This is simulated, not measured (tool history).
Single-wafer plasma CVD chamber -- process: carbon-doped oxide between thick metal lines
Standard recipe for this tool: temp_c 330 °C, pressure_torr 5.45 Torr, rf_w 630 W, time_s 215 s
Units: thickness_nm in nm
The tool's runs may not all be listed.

run     day  temp_c  pressure_torr  rf_w  time_s  wafers since the last listed run  hours since the last thermocouple change  hours since the last RF generator calibration  hours since the last manometer calibration  hours since the showerhead was replaced  hours since the gauge calibration  read-back reference wafer on the same gauge, thickness_nm  thickness_nm
  1   0.000     330           5.45   630     215                                 0                                    3159.7                                         1479.5                                       660.5                                   6019.4                               83.9                                                   1529.310      1309.176
  2   1.600     330           5.45   630     215                               379                                    3198.1                                         1517.9                                       698.9                                   6057.8                              122.3                                                   1530.261      1304.767
  3   1.862     330           5.45   630     215                                62                                    3204.4                                         1524.2                                       705.2                                   6064.1                              128.6                                                   1528.573      1306.898
  4   2.300     330           5.45   630     215                               103                                    3214.9                                         1534.7                                       715.7                                   6074.6                              139.1                                                   1530.746      1302.131
  5   2.983     330           5.45   630     215                               162                                    3231.3                                         1551.1                                       732.1                                   6091.0                              155.5                                                   1530.112      1296.302
  6   3.508     330           5.45   630     215                               124                                    3243.9                                         1563.7                                       744.7                                   6103.6                              168.1                                                   1527.842      1300.542
  7   3.800     330           5.45   630     215                                69                                    3250.9                                         1570.7                                       751.7                                   6110.6                              175.1                                                   1530.026      1298.031
  8   4.383     330           5.45   630     215                               138                                    3264.9                                         1584.7                                       765.7                                   6124.6                              189.1                                                   1528.786      1302.621
      4.642  -- gauge calibrated
  9   4.879     330           5.45   630     215                               117                                    3276.8                                         1596.6                                       777.6                                   6136.5                                5.7                                                   1530.257      1293.796
 10   5.238     330           5.77   630     215                                85                                    3285.4                                         1605.2                                       786.2                                   6145.1                               14.3                                                   1529.572      1307.876
      5.975  -- RF generator calibrated
 11   5.996     330           5.77   630     215                               100                                    3303.6                                            0.5                                       804.4                                   6163.3                               32.5                                                   1527.544      1394.127
 12   6.292     330           5.45   630     215                                70                                    3310.7                                            7.6                                       811.5                                   6170.4                               39.6                                                   1530.665      1379.560
 13   6.946     330           5.45   630     215                               155                                    3326.4                                           23.3                                       827.2                                   6186.1                               55.3                                                   1528.148      1378.693
      7.558  -- showerhead replaced
 14   7.667     330           5.45   630     215                                91                                    3343.7                                           40.6                                       844.5                                      2.6                               72.6                                                   1531.180      1373.026
 15   8.212     338           6.58   685     229                               129                                    3356.8                                           53.7                                       857.6                                     15.7                               85.7                                                   1529.734      1548.528
 16   8.888     344           4.44   630     215                               160                                    3373.0                                           69.9                                       873.8                                     31.9                              101.9                                                   1529.446      1283.345
      9.250  -- thermocouple changed; heater temperature recalibrated
 17   9.512     330           4.79   630     187                                69                                       6.3                                           84.9                                       888.8                                     46.9                              116.9                                                   1528.399      1174.125
 18  10.212     340           6.30   675     180                               166                                      23.1                                          101.7                                       905.6                                     63.7                              133.7                                                   1529.737      1202.228
 19  10.538     336           6.60   590     243                                77                                      30.9                                          109.5                                       913.4                                     71.5                              141.5                                                   1529.656      1508.328
     11.217  -- capacitance manometer re-zeroed and calibrated
 20  11.238     345           4.81   630     215                                87                                      47.7                                          126.3                                         0.5                                     88.3                              158.3                                                   1529.818      1298.072
 21  11.333     330           5.45   630     215                                22                                      50.0                                          128.6                                         2.8                                     90.6                              160.6                                                   1530.379      1378.763
 22  11.596     324           4.80   700     215                                62                                      56.3                                          134.9                                         9.1                                     96.9                              166.9                                                   1528.789      1464.394
 23  12.008     334           5.45   630     215                                97                                      66.2                                          144.8                                        19.0                                    106.8                              176.8                                                   1531.412      1356.810
 24  12.658     330           5.77   630     215                               154                                      81.8                                          160.4                                        34.6                                    122.4                              192.4                                                   1532.020      1391.594
 25  13.188     330           5.45   630     215                               125                                      94.5                                          173.1                                        47.3                                    135.1                              205.1                                                   1530.053      1378.461
 26  13.771     336           6.60   590     243                               138                                     108.5                                          187.1                                        61.3                                    149.1                              219.1                                                   1531.025      1508.965
     13.938  -- gauge calibrated
 27  14.442     334           4.98   630     215                               159                                     124.6                                          203.2                                        77.4                                    165.2                               12.1                                                   1529.333      1341.159
 28  14.729     330           5.45   630     215                                68                                     131.5                                          210.1                                        84.3                                    172.1                               19.0                                                   1529.869      1379.446

3 options for the next run, each taken on its own from the tool as it stands now. Forecast them:
  A  14.750     330           5.45   630     233                                 4                                     132.0                                          210.6                                        84.8                                    172.6                               19.5                                                          ?             ?
  B  14.750     319           5.45   555     242                                 4                                     132.0                                          210.6                                        84.8                                    172.6                               19.5                                                          ?             ?
  C  14.750     334           6.07   630     251                                 4                                     132.0                                          210.6                                        84.8                                    172.6                               19.5                                                          ?             ?

run  read-back reference wafer on the same gauge, thickness_nm  thickness_nm
  A                                                   1529.302      1489.802
  B                                                   1529.302      1478.359
  C                                                   1529.302      1610.848
With the hidden condition removed and each run's random variation left untouched, the same runs would have given:
run  thickness_nm
  A      1494.810
  B      1483.329
  C      1616.263
